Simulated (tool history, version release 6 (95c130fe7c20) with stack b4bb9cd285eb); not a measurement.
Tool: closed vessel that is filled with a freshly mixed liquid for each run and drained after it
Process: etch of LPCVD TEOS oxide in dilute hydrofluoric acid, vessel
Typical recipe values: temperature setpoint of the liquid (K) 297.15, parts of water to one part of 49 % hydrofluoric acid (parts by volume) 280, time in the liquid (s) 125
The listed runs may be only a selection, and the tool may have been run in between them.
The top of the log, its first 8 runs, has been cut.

run,day,temperature setpoint of the liquid (K),parts of water to one part of 49 % hydrofluoric acid (parts by volume),time in the liquid (s),"read-back film thickness of the LPCVD TEOS oxide reference wafer, read on the same gauge (nm)",thickness taken off the LPCVD TEOS oxide on a monitor wafer (angstrom)
9,5.117,297.15,185,125,80.01,151.2
10,5.783,297.15,280,125,79.99,91.1
11,6.042,297.15,280,125,80.02,92.4
# day 6.512: hydrofluoric acid flow meter replaced
12,6.633,297.15,280,125,80,92.1
# day 8.008: gauge calibrated
13,8.588,298.65,280,125,80,97.5
# day 9.092: thermometer replaced
14,9.104,301.65,185,125,80,193.8
15,9.508,298.65,280,125,80,104.4
16,9.912,297.15,280,125,80.01,99.2
17,10.429,295.15,230,75,80.02,70.3
18,10.871,297.15,280,125,79.98,98.8
19,11.654,297.15,280,75,79.99,59.3
20,12.329,300.65,210,200,80,257.4
21,13.021,299.65,395,125,80.01,68
22,13.55,297.15,390,125,80,64
23,13.854,292.65,160,155,80.01,205.6
24,14.367,297.15,280,190,80.01,150.1
25,14.775,297.15,280,125,80,98.7
26,15.404,295.65,375,200,80,101.4
27,15.825,300.15,375,125,80,74.6
28,16.429,295.65,280,180,80,134.1
29,16.946,297.15,280,125,79.99,98.7

Run 30 is up next; what results do you expect?
30,17.242,297.15,240,105,?,?

Run 30 produced read-back film thickness of the LPCVD TEOS oxide reference wafer, read on the same gauge (nm) 80, thickness taken off the LPCVD TEOS oxide on a monitor wafer (angstrom) 100.2.
Minus the tool's unlogged condition, the same run would have read thickness taken off the LPCVD TEOS oxide on a monitor wafer (angstrom) 101.2.

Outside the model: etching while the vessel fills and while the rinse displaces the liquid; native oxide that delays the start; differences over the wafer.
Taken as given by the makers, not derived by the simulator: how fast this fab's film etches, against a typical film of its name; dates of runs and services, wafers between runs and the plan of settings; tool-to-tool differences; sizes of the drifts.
